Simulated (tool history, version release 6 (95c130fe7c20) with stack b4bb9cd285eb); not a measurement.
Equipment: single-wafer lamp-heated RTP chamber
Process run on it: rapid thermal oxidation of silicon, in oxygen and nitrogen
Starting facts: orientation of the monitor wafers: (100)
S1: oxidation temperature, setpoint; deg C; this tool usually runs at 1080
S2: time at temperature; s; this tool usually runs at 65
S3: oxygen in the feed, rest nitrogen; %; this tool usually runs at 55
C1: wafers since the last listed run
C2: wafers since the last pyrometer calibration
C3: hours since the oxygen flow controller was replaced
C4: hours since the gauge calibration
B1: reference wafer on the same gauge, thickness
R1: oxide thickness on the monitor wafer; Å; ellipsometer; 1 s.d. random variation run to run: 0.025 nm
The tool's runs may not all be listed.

run,hour,S1,S2,S3,C1,C2,C3,C4,B1,R1
1,0.0,1080,40,55,0,818,4508.9,347.4,9.166,67.56
2,21.4,1080,40,55,264,1083,4530.3,368.8,9.185,67.66
3,40.4,1080,65,55,235,1318,4549.3,387.8,9.175,84.05
4,74.9,1080,65,55,426,1744,4583.8,422.3,9.159,84.84
5,87.5,1080,65,55,155,1900,4596.4,434.9,9.163,84.47
6,113.9,1080,65,55,326,2227,4622.8,461.3,9.173,84.07
# hour 135.6: pyrometer window cleaned and pyrometer calibrated
7,149.2,1080,65,55,337,167,4658.1,496.6,9.172,82.01
8,175.2,1088,65,55,321,489,4684.1,522.6,9.165,86.39
9,209.2,1088,65,55,420,910,4718.1,556.6,9.169,87.56
# hour 210.2: gauge calibrated
# hour 242.8: oxygen flow controller replaced
10,243.3,1080,65,46,322,1233,0.5,33.1,9.170,78.53
11,259.5,1080,65,55,200,1433,16.7,49.3,9.178,84.23
12,288.7,1080,65,55,361,1794,45.9,78.5,9.172,83.72
# hour 301.2: pyrometer window cleaned and pyrometer calibrated
13,306.3,1105,56,25,118,63,63.5,96.1,9.172,67.43
14,319.8,1092,73,44,166,230,77.0,109.6,9.162,86.19
15,332.4,1095,65,30,155,385,89.6,122.2,9.170,73.19
16,363.4,1080,65,55,383,769,120.6,153.2,9.172,83.47
17,398.1,1061,35,35,429,1198,155.3,187.9,9.175,48.31
18,459.9,1101,78,34,764,1963,217.1,249.7,9.163,88.50
19,478.9,1080,65,55,235,2198,236.1,268.7,9.170,84.98
# hour 489.0: pyrometer window cleaned and pyrometer calibrated
20,493.3,1080,65,55,79,53,250.5,283.1,9.173,80.81

Run 21 has not been measured yet. What should we expect?
21,521.8,1102,65,55,352,405,279.0,311.6,?,?

B1: 9.170
R1: 94.72 Å
With no hidden state in the tool, this same run would have given R1 92.98 Å.

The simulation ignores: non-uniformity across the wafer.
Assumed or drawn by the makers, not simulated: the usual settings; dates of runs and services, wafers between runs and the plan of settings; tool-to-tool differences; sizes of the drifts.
